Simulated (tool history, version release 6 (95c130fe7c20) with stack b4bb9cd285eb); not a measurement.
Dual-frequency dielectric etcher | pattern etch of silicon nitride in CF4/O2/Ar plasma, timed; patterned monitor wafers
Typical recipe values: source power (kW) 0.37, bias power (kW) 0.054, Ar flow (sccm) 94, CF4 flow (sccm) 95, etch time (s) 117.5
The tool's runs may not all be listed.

| run | day | source power (kW) | bias power (kW) | Ar flow (sccm) | CF4 flow (sccm) | etch time (s) | wafers since the last listed run | hours since the last wet clean | hours since the last source power generator calibration | hours since the last bias power generator calibration | hours since the last Ar flow controller change | hours since the last CF4 flow controller change | hours since the last upper electrode change | hours since the gauge calibration | read-back reference wafer on the same gauge, depth_nm | mean etch depth across the wafer (nm) |
|---|---|---|---|---|---|---|---|---|---|---|---|---|---|---|---|---|
| 1 | 0 | 0.37 | 0.051 | 94 | 95 | 105.5 | 0 | 81 | 4092.4 | 1742 | 3359.4 | 2189.5 | 2141.7 | 645.6 | 158.1 | 155.3 |
| 2 | 1.633 | 0.37 | 0.054 | 94 | 95 | 117.5 | 339 | 120.2 | 4131.6 | 1781.2 | 3398.6 | 2228.7 | 2180.9 | 684.8 | 158 | 176.3 |
| 3 | 3.338 | 0.37 | 0.054 | 94 | 95 | 117.5 | 354 | 161.1 | 4172.5 | 1822.1 | 3439.5 | 2269.6 | 2221.8 | 725.7 | 158 | 176.1 |
| 4 | 4.396 | 0.37 | 0.048 | 94 | 108 | 117.5 | 219 | 186.5 | 4197.9 | 1847.5 | 3464.9 | 2295 | 2247.2 | 751.1 | 158 | 171.8 |
| 5 | 6.458 | 0.37 | 0.048 | 94 | 108 | 117.5 | 428 | 236 | 4247.4 | 1897 | 3514.4 | 2344.5 | 2296.7 | 800.6 | 158 | 172.1 |
| 6 | 8.404 | 0.37 | 0.054 | 94 | 95 | 105.5 | 404 | 282.7 | 4294.1 | 1943.7 | 3561.1 | 2391.2 | 2343.4 | 847.3 | 158 | 157.7 |
| 7 | 10.329 | 0.37 | 0.054 | 94 | 95 | 99 | 400 | 328.9 | 4340.3 | 1989.9 | 3607.3 | 2437.4 | 2389.6 | 893.5 | 158 | 148.3 |
|  | 11.025 | source power generator calibrated |
|  | 12.596 | Ar flow controller replaced |
|  | 13.1 | gauge calibrated |
|  | 13.458 | CF4 flow controller replaced |
|  | 13.825 | wet clean of the chamber |
| 8 | 13.846 | 0.37 | 0.054 | 94 | 95 | 99 | 515 | 0.5 | 67.7 | 2074.3 | 30 | 9.3 | 2474 | 17.9 | 158 | 148.8 |
| 9 | 15.783 | 0.37 | 0.054 | 94 | 95 | 117.5 | 402 | 47 | 114.2 | 2120.8 | 76.5 | 55.8 | 2520.5 | 64.4 | 158 | 176.9 |
| 10 | 17.771 | 0.45 | 0.054 | 74 | 115 | 117.5 | 413 | 94.7 | 161.9 | 2168.5 | 124.2 | 103.5 | 2568.2 | 112.1 | 158 | 214.1 |
| 11 | 18.862 | 0.31 | 0.064 | 71 | 87 | 117.5 | 226 | 120.9 | 188.1 | 2194.7 | 150.4 | 129.7 | 2594.4 | 138.3 | 158 | 173.7 |
| 12 | 20.271 | 0.37 | 0.054 | 94 | 95 | 117.5 | 292 | 154.7 | 221.9 | 2228.5 | 184.2 | 163.5 | 2628.2 | 172.1 | 158 | 176.8 |
| 13 | 21.65 | 0.37 | 0.054 | 94 | 95 | 117.5 | 286 | 187.8 | 255 | 2261.6 | 217.3 | 196.6 | 2661.3 | 205.2 | 158 | 177 |
|  | 24.225 | bias power generator calibrated |
| 14 | 24.417 | 0.34 | 0.067 | 71 | 85 | 117.5 | 540 | 254.2 | 321.4 | 4.6 | 283.7 | 263 | 2727.7 | 271.6 | 158 | 184.2 |
| 15 | 26.275 | 0.37 | 0.054 | 94 | 95 | 117.5 | 386 | 298.8 | 366 | 49.2 | 328.3 | 307.6 | 2772.3 | 316.2 | 158 | 174.5 |
|  | 28.75 | upper electrode replaced |
|  | 29.875 | wet clean of the chamber |
| 16 | 29.896 | 0.37 | 0.054 | 94 | 113 | 140 | 336 | 0.5 | 452.9 | 136.1 | 415.2 | 394.5 | 27.5 | 403.1 | 158 | 212.8 |
| 17 | 31.175 | 0.37 | 0.054 | 112 | 111 | 117.5 | 265 | 31.2 | 483.6 | 166.8 | 445.9 | 425.2 | 58.2 | 433.8 | 158 | 173.1 |
| 18 | 33.883 | 0.37 | 0.04 | 94 | 71 | 117.5 | 562 | 96.2 | 548.6 | 231.8 | 510.9 | 490.2 | 123.2 | 498.8 | 158 | 153.5 |
| 19 | 35.983 | 0.42 | 0.049 | 94 | 95 | 117.5 | 436 | 146.6 | 599 | 282.2 | 561.3 | 540.6 | 173.6 | 549.2 | 158 | 185.1 |

5 options for the next run, each taken on its own from the tool as it stands now. Forecast them:
| A | 36 | 0.37 | 0.058 | 94 | 95 | 117.5 | 3 | 147 | 599.4 | 282.6 | 561.7 | 541 | 174 | 549.6 | ? | ? |
| B | 36 | 0.37 | 0.048 | 110 | 109 | 144 | 3 | 147 | 599.4 | 282.6 | 561.7 | 541 | 174 | 549.6 | ? | ? |
| C | 36 | 0.34 | 0.054 | 94 | 95 | 117.5 | 3 | 147 | 599.4 | 282.6 | 561.7 | 541 | 174 | 549.6 | ? | ? |
| D | 36 | 0.31 | 0.045 | 113 | 85 | 117.5 | 3 | 147 | 599.4 | 282.6 | 561.7 | 541 | 174 | 549.6 | ? | ? |
| E | 36 | 0.37 | 0.054 | 94 | 95 | 102.5 | 3 | 147 | 599.4 | 282.6 | 561.7 | 541 | 174 | 549.6 | ? | ? |

| run | read-back reference wafer on the same gauge, depth_nm | mean etch depth across the wafer (nm) |
|---|---|---|
| A | 158 | 179.3 |
| B | 158 | 203.9 |
| C | 158 | 165.5 |
| D | 158 | 140.2 |
| E | 158 | 152.7 |
What these runs would have given with no unlogged condition in the tool:
| run | mean etch depth across the wafer (nm) |
|---|---|
| A | 179.4 |
| B | 204 |
| C | 165.6 |
| D | 140.2 |
| E | 152.8 |
